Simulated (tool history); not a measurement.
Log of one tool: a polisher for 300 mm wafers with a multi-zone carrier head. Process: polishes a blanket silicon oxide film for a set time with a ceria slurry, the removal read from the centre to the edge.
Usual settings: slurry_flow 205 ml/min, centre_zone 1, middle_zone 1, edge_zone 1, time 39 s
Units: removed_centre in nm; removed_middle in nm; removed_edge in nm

run	hour	slurry_flow	centre_zone	middle_zone	edge_zone	time	wafers since the last listed run	wafers polished on this pad	hours since the slurry nozzle was cleaned	hours since the centre zone pressure was calibrated	hours since the edge zone pressure was calibrated	hours since the carrier head's membrane was replaced	incoming thickness of the incoming film, nm	removed_centre	removed_middle	removed_edge
1	0	205	0.91	1	1	39	0	2299	595.6	682.6	958.8	1721.6	847.1	153.9	174.5	175.5
# hour 33.5: slurry nozzle cleaned
2	36.4	205	0.91	1	1	39	430	2730	2.9	719	995.2	1758	870.5	155.5	173.3	178.4
# hour 55.9: edge zone pressure recalibrated
# hour 68.1: worn pad replaced by a new one
3	68.6	205	1	1	1	39	318	5	35.1	751.2	12.7	1790.2	854.3	162.9	173.6	176.9
4	127.2	205	1	1	1	39	713	719	93.7	809.8	71.3	1848.8	874.6	159.3	177.7	175.8
5	162.3	205	1	1	1	39	427	1146	128.8	844.9	106.4	1883.9	856.3	158.9	176.4	176.1
# hour 194.3: centre zone pressure recalibrated
6	223.3	205	1	1.08	1	35	718	1864	189.8	29	167.4	1944.9	862.3	160.1	166.4	158.7
7	290.6	205	1	1.08	1	35	819	2683	257.1	96.3	234.7	2012.2	868.9	157.3	167.6	160.7
# hour 309.2: carrier head's membrane replaced by a new one
# hour 323.2: worn pad replaced by a new one
8	333.4	205	1	1.08	1	35	411	124	299.9	139.1	277.5	24.2	865.4	155.5	167.9	158.3
9	370.3	205	1	1	0.92	39	449	573	336.8	176	314.4	61.1	864.6	174.3	172.2	169.7
10	400.2	205	1	1	0.92	39	363	937	366.7	205.9	344.3	91	863.9	178.1	177	171.5
11	436.1	205	1	0.96	1	39	437	1374	402.6	241.8	380.2	126.9	864.2	178.4	170.2	175.9
12	502.7	205	1	1	1	30	810	2185	469.2	308.4	446.8	193.5	862.6	133.5	136.7	135.5
13	548.9	170	0.89	1	0.9	35	562	2747	515.4	354.6	493	239.7	849.8	139.7	153	148.2
# hour 576.9: worn pad replaced by a new one
14	577.4	205	1	1.08	1	35	298	5	543.9	383.1	521.5	268.2	861.7	152.1	167.3	156.6
15	633.1	205	1	1	1	49	678	684	599.6	438.8	577.2	323.9	865.9	215.9	217.4	220.2
# hour 635.1: slurry nozzle cleaned
16	694.3	205	1	1	1.07	39	732	1416	59.2	500	638.4	385.1	870.3	173.4	174.2	182.3
17	748.8	205	1	1.08	1	35	663	2080	113.7	554.5	692.9	439.6	854.7	149.9	167.7	157.8
# hour 792.4: worn pad replaced by a new one
18	792.9	205	1	1.12	1	39	488	5	157.8	598.6	737	483.7	860.9	169.6	191.7	175.5
19	852.7	205	0.89	1.11	1	35	727	733	217.6	658.4	796.8	543.5	851.7	139.2	174.8	156.9
# hour 856.6: edge zone pressure recalibrated
20	882.1	205	1	1	1	39	333	1067	247	687.8	25.5	572.9	850.3	166.1	174.5	174.8
# hour 913: centre zone pressure recalibrated
21	933.5	205	1	0.96	1	39	601	1668	298.4	20.5	76.9	624.3	861.1	173.7	171.2	178.6
22	985.9	160	0.95	1.04	1	39	637	2306	350.8	72.9	129.3	676.7	870.7	157	172.5	170.6
# hour 1053.7: worn pad replaced by a new one
23	1188.6	160	0.91	1.04	0.94	39	2418	1642	553.5	275.6	332	879.4	874.1	151.8	174.6	165.1

How the hidden state differs across the entries between the runs, from the last listed run before each to the first after it:
Between runs 1 and 2: slurry nozzle cleaned (hour 33.5)
  deviation of the centre zone's pressure from its setpoint, %: -9.06 -> -10.1
  measured less the result without the state, removed_centre: -9.7 -> -11 nm
Between runs 2 and 3: edge zone pressure recalibrated (hour 55.9); worn pad replaced by a new one (hour 68.1)
  deviation of the centre zone's pressure from its setpoint, %: -10.1 -> -11
  measured less the result without the state, removed_centre: -11 -> -12.7 nm
Between runs 5 and 6: centre zone pressure recalibrated (hour 194.3)
  deviation of the centre zone's pressure from its setpoint, %: -14 -> 1.29
  measured less the result without the state, removed_centre: -16 -> +1.3 nm
Between runs 7 and 8: carrier head's membrane replaced by a new one (hour 309.2); worn pad replaced by a new one (hour 323.2)
  deviation of the centre zone's pressure from its setpoint, %: 1.12 -> 0.922
  measured less the result without the state, removed_centre: +1.1 -> +0.9 nm
Between runs 13 and 14: worn pad replaced by a new one (hour 576.9)
  deviation of the centre zone's pressure from its setpoint, %: -1.22 -> -1.64
  measured less the result without the state, removed_centre: -1.1 -> -1.6 nm
Between runs 15 and 16: slurry nozzle cleaned (hour 635.1)
  deviation of the centre zone's pressure from its setpoint, %: -2.56 -> -3.71
  measured less the result without the state, removed_centre: -3.7 -> -4.3 nm
Between runs 17 and 18: worn pad replaced by a new one (hour 792.4)
  deviation of the centre zone's pressure from its setpoint, %: -4.87 -> -5.89
  measured less the result without the state, removed_centre: -4.9 -> -6.8 nm
Between runs 19 and 20: edge zone pressure recalibrated (hour 856.6)
  deviation of the centre zone's pressure from its setpoint, %: -7.4 -> -8.19
  measured less the result without the state, removed_centre: -7.1 -> -9.4 nm
Between runs 20 and 21: centre zone pressure recalibrated (hour 913)
  deviation of the centre zone's pressure from its setpoint, %: -8.19 -> -1.88
  measured less the result without the state, removed_centre: -9.4 -> -2.1 nm
Between runs 22 and 23: worn pad replaced by a new one (hour 1053.7)
  deviation of the centre zone's pressure from its setpoint, %: -1.98 -> -3.4
  measured less the result without the state, removed_centre: -2 -> -3.5 nm
